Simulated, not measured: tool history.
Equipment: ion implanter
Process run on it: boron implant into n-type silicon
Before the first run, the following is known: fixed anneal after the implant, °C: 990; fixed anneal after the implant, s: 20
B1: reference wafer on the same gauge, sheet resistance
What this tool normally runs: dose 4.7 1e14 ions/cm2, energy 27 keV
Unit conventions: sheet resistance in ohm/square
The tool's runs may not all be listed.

Run 1, hour 0: usual settings; B1 226.15. Result: sheet resistance 233.45 ohm/square.
Run 2, hour 213: usual settings but energy 22 keV; B1 226.14. Result: sheet resistance 236.43 ohm/square.
Run 3, hour 259.5: usual settings; B1 226. Result: sheet resistance 233.73 ohm/square.
Run 4, hour 328: usual settings; B1 226.02. Result: sheet resistance 234.31 ohm/square.
Run 5, hour 363: usual settings; B1 225.94. Result: sheet resistance 231.6 ohm/square.
Run 6, hour 391.1: usual settings; B1 225.9. Result: sheet resistance 233.19 ohm/square.
Run 7, hour 440.8: usual settings; B1 226. Result: sheet resistance 230.83 ohm/square.
Run 8, hour 502.8: usual settings but energy 32.5 keV; B1 225.96. Result: sheet resistance 226.63 ohm/square.
At hour 518.4: extraction supply calibrated.
Run 9, hour 550.8: usual settings but energy 32.5 keV; B1 226.52. Result: sheet resistance 225.67 ohm/square.
Run 10, hour 578.9: usual settings but energy 32.5 keV; B1 225.98. Result: sheet resistance 226.9 ohm/square.
Run 11, hour 613.8: usual settings; B1 225.65. Result: sheet resistance 229.45 ohm/square.
Run 12, hour 670.9: usual settings but dose 3.82 1e14 ions/cm2; B1 226.17. Result: sheet resistance 271.22 ohm/square.
Run 13, hour 708.1: usual settings but dose 3.82 1e14 ions/cm2; B1 226.14. Result: sheet resistance 269.08 ohm/square.
At hour 753: gauge calibrated.
Run 14, hour 769.4: usual settings but dose 5.85 1e14 ions/cm2, energy 30 keV; B1 226.19. Result: sheet resistance 190.2 ohm/square.
Run 15, hour 807.6: usual settings but dose 5.54 1e14 ions/cm2, energy 18.5 keV; B1 226.33. Result: sheet resistance 205.86 ohm/square.
Run 16, hour 857.2: usual settings; B1 225.65. Result: sheet resistance 226.52 ohm/square.
Run 17, hour 899.9: usual settings but dose 3.49 1e14 ions/cm2, energy 35 keV; B1 225.68. Result: sheet resistance 280.5 ohm/square.
Run 18, hour 924.6: usual settings but dose 5.42 1e14 ions/cm2, energy 24.5 keV; B1 225.95. Result: sheet resistance 204.41 ohm/square.
Run 19, hour 975.3: usual settings; B1 226.24. Result: sheet resistance 227.06 ohm/square.
Run 20, hour 1021.6: usual settings but dose 4.19 1e14 ions/cm2, energy 20.5 keV; B1 226.07. Result: sheet resistance 251.4 ohm/square.
Run 21, hour 1055.9: usual settings but dose 4.15 1e14 ions/cm2, energy 30 keV; B1 225.94. Result: sheet resistance 248.1 ohm/square.

Predict the results of run 22:
Run 22, hour 1084.4: usual settings but dose 5.18 1e14 ions/cm2, energy 18.5 keV; B1 ?. Result: sheet resistance ?.

{"run 22": {"B1": 226.09, "sheet resistance": 212.51}}
The same run, on a tool lacking any hidden state, would have yielded sheet resistance 221.34 ohm/square.

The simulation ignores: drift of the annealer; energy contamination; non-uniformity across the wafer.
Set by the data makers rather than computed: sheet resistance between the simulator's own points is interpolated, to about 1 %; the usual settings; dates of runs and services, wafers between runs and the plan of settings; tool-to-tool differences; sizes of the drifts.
